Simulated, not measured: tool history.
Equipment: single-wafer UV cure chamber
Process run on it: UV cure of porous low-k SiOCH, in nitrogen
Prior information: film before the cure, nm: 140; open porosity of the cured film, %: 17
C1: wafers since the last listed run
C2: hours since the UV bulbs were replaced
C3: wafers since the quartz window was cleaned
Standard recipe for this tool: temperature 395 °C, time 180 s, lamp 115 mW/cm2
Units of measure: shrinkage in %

run 1 day=0 | temperature=401 time=180 lamp=136 | C1=0 C2=1589.5 C3=2272 | shrinkage=12.142
run 2 day=0.821 | temperature=401 time=180 lamp=136 | C1=102 C2=1609.2 C3=2375 | shrinkage=12.227
run 3 day=2.025 | temperature=401 time=180 lamp=136 | C1=150 C2=1638.1 C3=2525 | shrinkage=11.857
run 4 day=2.55 | temperature=395 time=180 lamp=115 | C1=65 C2=1650.7 C3=2591 | shrinkage=11.618
run 5 day=3.329 | temperature=395 time=180 lamp=115 | C1=97 C2=1669.4 C3=2688 | shrinkage=11.367
run 6 day=3.846 | temperature=395 time=180 lamp=115 | C1=64 C2=1681.8 C3=2752 | shrinkage=11.266
run 7 day=4.971 | temperature=395 time=180 lamp=115 | C1=140 C2=1708.8 C3=2893 | shrinkage=11.146
run 8 day=5.667 | temperature=395 time=180 lamp=115 | C1=86 C2=1725.5 C3=2980 | shrinkage=11.072
run 9 day=7.033 | temperature=382 time=180 lamp=115 | C1=170 C2=1758.3 C3=3150 | shrinkage=10.904
run 10 day=7.562 | temperature=382 time=180 lamp=115 | C1=66 C2=1771 C3=3216 | shrinkage=11.171
run 11 day=8.975 | temperature=382 time=180 lamp=115 | C1=176 C2=1804.9 C3=3393 | shrinkage=10.924
run 12 day=10.017 | temperature=395 time=180 lamp=140 | C1=130 C2=1829.9 C3=3523 | shrinkage=11.713
run 13 day=11.233 | temperature=395 time=75 lamp=148 | C1=151 C2=1859.1 C3=3675 | shrinkage=8.399
run 14 day=11.812 | temperature=403 time=180 lamp=115 | C1=72 C2=1873 C3=3747 | shrinkage=10.922
-- day=12.333 UV bulbs replaced
run 15 day=12.75 | temperature=408 time=75 lamp=155 | C1=75 C2=10 C3=3822 | shrinkage=8.564
run 16 day=13.579 | temperature=382 time=180 lamp=115 | C1=103 C2=29.9 C3=3926 | shrinkage=10.526
run 17 day=14.692 | temperature=390 time=215 lamp=85 | C1=138 C2=56.6 C3=4065 | shrinkage=10.167
run 18 day=15.717 | temperature=375 time=180 lamp=85 | C1=127 C2=81.2 C3=4193 | shrinkage=9.01
run 19 day=16.467 | temperature=405 time=240 lamp=91 | C1=93 C2=99.2 C3=4286 | shrinkage=10.938
-- day=17.171 quartz window cleaned
run 20 day=17.425 | temperature=385 time=80 lamp=78 | C1=78 C2=122.2 C3=31 | shrinkage=6.649
run 21 day=21.296 | temperature=390 time=215 lamp=85 | C1=483 C2=215.1 C3=514 | shrinkage=11.214
run 22 day=21.8 | temperature=395 time=250 lamp=115 | C1=62 C2=227.2 C3=577 | shrinkage=13.484
run 23 day=23.25 | temperature=395 time=180 lamp=115 | C1=181 C2=262 C3=758 | shrinkage=11.677
run 24 day=23.838 | temperature=410 time=105 lamp=84 | C1=73 C2=276.1 C3=832 | shrinkage=8.176

Predict each of these 3 candidate next runs independently; none follows another, all start after run 24:
run A day=23.858 | temperature=395 time=180 lamp=88 | C1=2 C2=276.6 C3=834 | shrinkage=?
run B day=23.858 | temperature=383 time=260 lamp=134 | C1=2 C2=276.6 C3=834 | shrinkage=?
run C day=23.858 | temperature=387 time=180 lamp=115 | C1=2 C2=276.6 C3=834 | shrinkage=?

run=A shrinkage=10.246
run=B shrinkage=13.604
run=C shrinkage=11.286
The same runs, with their run-to-run variation unchanged, on a tool lacking any hidden condition would have given:
run=A shrinkage=10.286
run=B shrinkage=13.648
run=C shrinkage=11.328
